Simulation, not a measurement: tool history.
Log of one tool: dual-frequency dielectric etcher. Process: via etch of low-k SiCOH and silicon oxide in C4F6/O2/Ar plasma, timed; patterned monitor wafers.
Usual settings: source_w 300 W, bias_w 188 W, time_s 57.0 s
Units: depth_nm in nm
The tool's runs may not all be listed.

| run | hour | source_w | bias_w | time_s | read-back reference wafer on the same gauge, depth_nm | depth_nm |
|---|---|---|---|---|---|---|
| 1 | 0.0 | 300 | 188 | 70.5 | 165.1 | 181.9 |
| 2 | 38.5 | 280 | 188 | 66.5 | 165.3 | 169.4 |
| 3 | 92.5 | 300 | 188 | 57.0 | 164.7 | 148.3 |
| 4 | 159.3 | 300 | 221 | 57.0 | 165.0 | 157.4 |
| 5 | 214.5 | 300 | 165 | 46.0 | 164.9 | 114.3 |
| 6 | 272.3 | 300 | 165 | 46.0 | 165.1 | 115.2 |
|  | 305.3 | bias power generator calibrated |
| 7 | 305.8 | 250 | 200 | 57.0 | 165.1 | 146.3 |
|  | 342.1 | gauge calibrated |
| 8 | 352.0 | 230 | 188 | 63.0 | 165.1 | 154.4 |
| 9 | 397.8 | 300 | 188 | 57.0 | 165.0 | 150.0 |
|  | 442.6 | wet clean of the chamber |
| 10 | 443.1 | 270 | 160 | 46.5 | 165.0 | 112.0 |
| 11 | 488.3 | 240 | 226 | 45.5 | 164.9 | 119.3 |
| 12 | 533.2 | 230 | 154 | 62.5 | 165.1 | 142.9 |
| 13 | 579.0 | 300 | 188 | 70.5 | 165.0 | 184.4 |
|  | 596.2 | source power generator calibrated |
| 14 | 637.3 | 380 | 205 | 48.5 | 165.1 | 140.7 |
| 15 | 680.7 | 230 | 155 | 62.0 | 165.1 | 142.7 |
| 16 | 725.1 | 270 | 160 | 47.5 | 165.0 | 114.7 |
| 17 | 756.2 | 350 | 232 | 57.0 | 165.2 | 167.8 |
| 18 | 800.0 | 260 | 207 | 48.0 | 165.1 | 124.4 |
| 19 | 867.8 | 300 | 188 | 57.0 | 164.9 | 150.3 |
|  | 953.3 | upper electrode replaced |
| 20 | 953.8 | 280 | 188 | 47.5 | 165.0 | 123.8 |
| 21 | 1000.4 | 370 | 151 | 71.5 | 164.9 | 187.2 |
| 22 | 1049.6 | 300 | 188 | 57.0 | 164.9 | 150.3 |
|  | 1079.9 | wet clean of the chamber |
| 23 | 1107.5 | 230 | 188 | 57.0 | 165.0 | 138.5 |
| 24 | 1179.0 | 300 | 188 | 65.5 | 165.0 | 170.1 |
| 25 | 1268.5 | 250 | 160 | 57.0 | 165.0 | 133.6 |
| 26 | 1330.5 | 300 | 188 | 57.0 | 164.9 | 148.6 |
| 27 | 1387.3 | 350 | 218 | 62.0 | 164.9 | 177.1 |
| 28 | 1421.5 | 300 | 188 | 50.5 | 164.7 | 132.6 |
| 29 | 1456.6 | 350 | 188 | 51.5 | 165.0 | 141.2 |

Forecast each of these 4 alternatives for the next run:
| A | 1457.0 | 300 | 188 | 57.0 | ? | ? |
| B | 1457.0 | 260 | 175 | 57.0 | ? | ? |
| C | 1457.0 | 350 | 222 | 50.5 | ? | ? |
| D | 1457.0 | 360 | 172 | 65.0 | ? | ? |

| run | read-back reference wafer on the same gauge, depth_nm | depth_nm |
|---|---|---|
| A | 165.0 | 149.3 |
| B | 165.0 | 140.2 |
| C | 165.0 | 145.9 |
| D | 165.0 | 174.5 |
Without the tool's hidden state the same runs would have given:
| run | depth_nm |
|---|---|
| A | 149.2 |
| B | 140.2 |
| C | 145.9 |
| D | 174.4 |
